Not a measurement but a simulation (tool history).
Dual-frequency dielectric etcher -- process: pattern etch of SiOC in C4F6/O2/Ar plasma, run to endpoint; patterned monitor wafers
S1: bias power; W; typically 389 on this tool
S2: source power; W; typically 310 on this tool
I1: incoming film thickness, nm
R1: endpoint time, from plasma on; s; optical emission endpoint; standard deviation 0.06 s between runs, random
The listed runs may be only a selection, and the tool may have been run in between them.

run	day	S1	S2	I1	R1
1	0.000	332	310	49.55	21.0
2	0.575	332	310	48.84	20.7
3	1.912	389	310	49.02	20.2
4	4.425	389	310	48.81	20.2
5	5.762	336	310	49.45	21.0
6	6.458	336	310	49.39	20.9
7	7.096	336	310	49.47	21.1
8	7.850	389	360	48.98	19.3
9	8.542	389	310	48.76	20.2
10	9.221	389	310	48.69	20.2
11	10.296	342	310	48.60	20.7
12	11.221	342	310	49.30	21.0
13	12.633	342	310	49.22	20.9
14	14.079	358	310	49.15	20.8
15	14.662	358	310	49.29	21.0
# day 18.067: upper electrode replaced
16	18.346	424	340	49.44	19.7
# day 18.896: bias power generator calibrated
17	19.375	424	340	48.85	19.4
# day 20.750: wet clean of the chamber
18	20.771	389	310	48.74	20.0
19	21.521	331	280	49.33	21.8
20	22.104	352	350	49.13	19.6
21	23.012	389	310	49.18	20.2
22	24.329	389	310	49.37	20.4
# day 24.683: source power generator calibrated
23	25.308	354	370	49.17	19.3
24	26.050	389	310	49.20	20.3
25	26.975	389	310	49.10	20.3
26	28.121	327	260	48.61	22.1
27	28.754	364	340	49.03	19.8
28	30.021	389	250	49.55	22.2
29	31.283	436	260	48.69	21.1
30	32.662	335	280	49.15	21.9
31	34.112	443	290	48.93	20.5
32	35.333	389	310	48.87	20.4
33	36.125	325	380	49.05	19.6
34	37.279	425	280	48.95	21.0

For each run, what was the tool's unlogged condition?
bias power that arrives over what is set, %: 0 in every run
source power that arrives over what is set, %: 0 in every run
H1: etch rate over this chamber's usual, %
run	H1
1	-0.526
2	-0.592
3	-0.747
4	-1.04
5	-1.19
6	-1.27
7	-1.35
8	-1.44
9	-1.52
10	-1.59
11	-1.72
12	-1.83
13	-1.99
14	-2.16
15	-2.23
16	-2.65
17	-2.77
18	-0.433
19	-0.52
20	-0.587
21	-0.692
22	-0.845
23	-0.959
24	-1.04
25	-1.15
26	-1.28
27	-1.36
28	-1.51
29	-1.65
30	-1.81
31	-1.98
32	-2.12
33	-2.21
34	-2.35
